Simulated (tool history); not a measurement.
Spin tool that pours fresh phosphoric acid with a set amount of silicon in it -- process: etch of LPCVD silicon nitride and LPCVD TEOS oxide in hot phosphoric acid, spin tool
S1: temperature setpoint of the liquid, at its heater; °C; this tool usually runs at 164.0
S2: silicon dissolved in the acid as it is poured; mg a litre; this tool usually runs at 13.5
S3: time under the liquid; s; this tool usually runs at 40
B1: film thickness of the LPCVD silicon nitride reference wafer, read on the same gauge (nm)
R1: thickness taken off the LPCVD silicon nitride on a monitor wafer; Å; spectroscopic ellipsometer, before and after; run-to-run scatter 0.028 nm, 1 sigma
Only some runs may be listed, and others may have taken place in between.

Run 1, hour 0.0: usual settings; B1 50.007. Result: R1 40.34 Å.
Run 2, hour 9.6: usual settings but S1 161.5 °C, S2 10.0 mg a litre; B1 50.028. Result: R1 37.34 Å.
Run 3, hour 22.9: usual settings but S1 161.5 °C, S2 10.0 mg a litre; B1 49.981. Result: R1 36.80 Å.
Run 4, hour 32.3: usual settings but S1 166.5 °C, S2 3.0 mg a litre, S3 20 s; B1 49.996. Result: R1 22.09 Å.
Run 5, hour 38.4: usual settings; B1 50.017. Result: R1 40.58 Å.
Run 6, hour 46.2: usual settings but S3 45 s; B1 50.026. Result: R1 45.36 Å.
Run 7, hour 58.5: usual settings; B1 50.005. Result: R1 40.65 Å.
Run 8, hour 67.3: usual settings but S1 162.5 °C, S3 20 s; B1 49.999. Result: R1 19.09 Å.
At hour 72.9: dissolved silicon flow meter replaced.
Run 9, hour 74.2: usual settings but S2 21.5 mg a litre; B1 49.976. Result: R1 40.09 Å.
At hour 76.4: gauge calibrated.
Run 10, hour 87.9: usual settings but S3 60 s; B1 50.017. Result: R1 60.25 Å.
At hour 91.1: heated supply line repaired.
Run 11, hour 95.9: usual settings but S1 165.0 °C, S2 18.5 mg a litre, S3 15 s; B1 49.992. Result: R1 17.95 Å.
Run 12, hour 102.1: usual settings but S1 161.5 °C; B1 49.984. Result: R1 42.23 Å.
Run 13, hour 111.0: usual settings but S1 166.5 °C, S3 60 s; B1 50.019. Result: R1 74.99 Å.
Run 14, hour 128.3: usual settings but S1 162.0 °C, S2 18.0 mg a litre; B1 49.992. Result: R1 42.88 Å.
At hour 129.8: thermometer replaced.
Run 15, hour 146.2: usual settings but S1 165.5 °C, S3 30 s; B1 50.018. Result: R1 36.09 Å.
Run 16, hour 155.0: usual settings; B1 49.994. Result: R1 45.39 Å.
Run 17, hour 171.4: usual settings; B1 49.979. Result: R1 45.26 Å.
Run 18, hour 177.5: usual settings but S3 25 s; B1 50.015. Result: R1 28.31 Å.
Run 19, hour 188.9: usual settings but S2 24.0 mg a litre; B1 50.018. Result: R1 45.21 Å.
Run 20, hour 205.7: usual settings but S1 162.5 °C, S2 3.5 mg a litre, S3 15 s; B1 49.973. Result: R1 16.24 Å.
Run 21, hour 216.0: usual settings but S1 163.0 °C, S2 19.5 mg a litre, S3 20 s; B1 49.994. Result: R1 21.82 Å.
Run 22, hour 231.3: usual settings but S1 162.5 °C, S2 18.5 mg a litre, S3 65 s; B1 49.963. Result: R1 70.12 Å.
Run 23, hour 242.2: usual settings but S3 20 s; B1 49.988. Result: R1 22.84 Å.

Some steps in R1 between neighbouring runs. How much of each would the tool show without its hidden state too (settings, what came in, random variation), and how much is left for the hidden state, with any gauge scatter that isn't in both results?
Hidden state present: liquid hotter than its thermometer reads (K); dissolved silicon flow above the setpoint (%); temperature lost on the way to the wafer (K); gauge reads high (%).
Run 7 -> 8: S1 164.0 -> 162.5, S3 40 -> 20. R1 -21.56 Å: hidden state +3.08, all else -24.64.
Run 10 -> 11: S1 164.0 -> 165.0, S2 13.5 -> 18.5, S3 60 -> 15, heated supply line repaired. R1 -42.30 Å: hidden state +8.79, all else -51.09.
Run 21 -> 22: S1 163.0 -> 162.5, S2 19.5 -> 18.5, S3 20 -> 65. R1 +48.30 Å: hidden state -0.87, all else +49.17.
Run 22 -> 23: S1 162.5 -> 164.0, S2 18.5 -> 13.5, S3 65 -> 20. R1 -47.28 Å: hidden state +0.80, all else -48.08.
